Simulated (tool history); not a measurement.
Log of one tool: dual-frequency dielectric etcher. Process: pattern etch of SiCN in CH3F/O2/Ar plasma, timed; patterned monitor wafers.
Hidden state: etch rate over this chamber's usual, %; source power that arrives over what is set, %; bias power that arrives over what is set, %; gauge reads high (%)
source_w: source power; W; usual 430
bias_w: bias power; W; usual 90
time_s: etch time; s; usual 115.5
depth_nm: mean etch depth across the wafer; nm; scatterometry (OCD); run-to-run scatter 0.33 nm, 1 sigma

run   hour  source_w  bias_w  time_s  wafers since the last listed run  hours since the last wet clean  hours since the last source power generator calibration  hours since the last bias power generator calibration  hours since the last upper electrode change  hours since the gauge calibration  read-back reference wafer on the same gauge, depth_nm  depth_nm
  1      0       430      90   115.5                                 0                           152.3                                                   4755.6                                                 2960.6                                         97.7                              818.7                                                  50.35     51.01
  2   99.1       430      90   115.5                               904                           251.4                                                   4854.7                                                 3059.7                                        196.8                              917.8                                                  50.45     51.38
  3  111.8       430      90   115.5                               115                           264.1                                                   4867.4                                                 3072.4                                        209.5                              930.5                                                  50.47     51.61
     122.7  -- source power generator calibrated
  4  125.2       430      90   115.5                                85                           277.5                                                      2.5                                                 3085.8                                        222.9                              943.9                                                  50.41     51.46
  5    160       510      90   115.5                               317                           312.3                                                     37.3                                                 3120.6                                        257.7                              978.7                                                  50.46     53.79
  6  176.3       510      90   115.5                               148                           328.6                                                     53.6                                                 3136.9                                          274                                995                                                   50.4     54.79
  7  192.8       340     107   134.5                               150                           345.1                                                     70.1                                                 3153.4                                        290.5                             1011.5                                                  50.37     61.21
  8    223       370      90     149                               275                           375.3                                                    100.3                                                 3183.6                                        320.7                             1041.7                                                  50.41     63.28
     252.3  -- gauge calibrated
  9  256.9       520      96   136.5                               309                           409.2                                                    134.2                                                 3217.5                                        354.6                                4.6                                                  50.37     67.37
 10  286.8       430      80     140                               272                           439.1                                                    164.1                                                 3247.4                                        384.5                               34.5                                                  50.47     59.92
     302.7  -- bias power generator calibrated
 11  304.6       500     110     147                               125                           456.9                                                    181.9                                                    1.9                                        402.3                               52.3                                                  50.36     77.34
 12  337.2       430      90   115.5                               297                           489.5                                                    214.5                                                   34.5                                        434.9                               84.9                                                  50.45     52.65
     363.1  -- wet clean of the chamber
 13  363.6       430      90   115.5                                21                             0.5                                                    240.9                                                   60.9                                        461.3                              111.3                                                  50.37     49.92
 14  367.3       430      90   115.5                                33                             4.2                                                    244.6                                                   64.6                                          465                                115                                                  50.52     49.62
 15  398.9       360      70     133                               288                            35.8                                                    276.2                                                   96.2                                        496.6                              146.6                                                  50.48     47.57
 16  419.9       430      90   115.5                               191                            56.8                                                    297.2                                                  117.2                                        517.6                              167.6                                                  50.38     50.43
 17  442.5       430      90   147.5                               206                            79.4                                                    319.8                                                  139.8                                        540.2                              190.2                                                  50.32     64.18
 18  461.3       430     101   115.5                               171                            98.2                                                    338.6                                                  158.6                                          559                                209                                                  50.44     53.95
 19  552.8       430      90   115.5                               835                           189.7                                                    430.1                                                  250.1                                        650.5                              300.5                                                  50.34     51.36
 20  576.5       380      90     138                               216                           213.4                                                    453.8                                                  273.8                                        674.2                              324.2                                                  50.36     59.08
 21  604.4       430      90   125.5                               254                           241.3                                                    481.7                                                  301.7                                        702.1                              352.1                                                  50.35     56.27
 22  624.4       430      81   115.5                               182                           261.3                                                    501.7                                                  321.7                                        722.1                              372.1                                                  50.24     48.66
 23  637.5       430      90     137                               119                           274.4                                                    514.8                                                  334.8                                        735.2                              385.2                                                  50.39     60.96
 24  654.9       430      90   115.5                               158                           291.8                                                    532.2                                                  352.2                                        752.6                              402.6                                                  50.22     51.75
 25  681.8       430      90   146.5                               245                           318.7                                                    559.1                                                  379.1                                        779.5                              429.5                                                  50.32     66.74
 26  711.6       480     111   115.5                               271                           348.5                                                    588.9                                                  408.9                                        809.3                              459.3                                                  50.41      60.5
 27  733.5       430      84   115.5                               199                           370.4                                                    610.8                                                  430.8                                        831.2                              481.2                                                  50.37     50.46
 28  755.6       430      97   115.5                               201                           392.5                                                    632.9                                                  452.9                                        853.3                              503.3                                                  50.41     54.17
 29  772.1       340     107   134.5                               150                             409                                                    649.4                                                  469.4                                        869.8                              519.8                                                  50.39     61.38
 30  808.1       430      90   115.5                               328                             445                                                    685.4                                                  505.4                                        905.8                              555.8                                                  50.45     52.06
 31  832.4       430      79   115.5                               221                           469.3                                                    709.7                                                  529.7                                        930.1                              580.1                                                  50.39     49.19

Here are 3 independent what-if runs from the current tool condition. What would each one return?
  A  832.8       430      90   115.5                                 3                           469.7                                                    710.1                                                  530.1                                        930.5                              580.5                                                      ?         ?
  B  832.8       320     101    90.5                                 3                           469.7                                                    710.1                                                  530.1                                        930.5                              580.5                                                      ?         ?
  C  832.8       430     107   115.5                                 3                           469.7                                                    710.1                                                  530.1                                        930.5                              580.5                                                      ?         ?

run  read-back reference wafer on the same gauge, depth_nm  depth_nm
  A                                                  50.39     52.65
  B                                                  50.39     39.84
  C                                                  50.39     57.61
Take away the tool's hidden state, keep each run's random variation, and the runs would have read:
run  depth_nm
  A     50.18
  B     37.97
  C     54.91
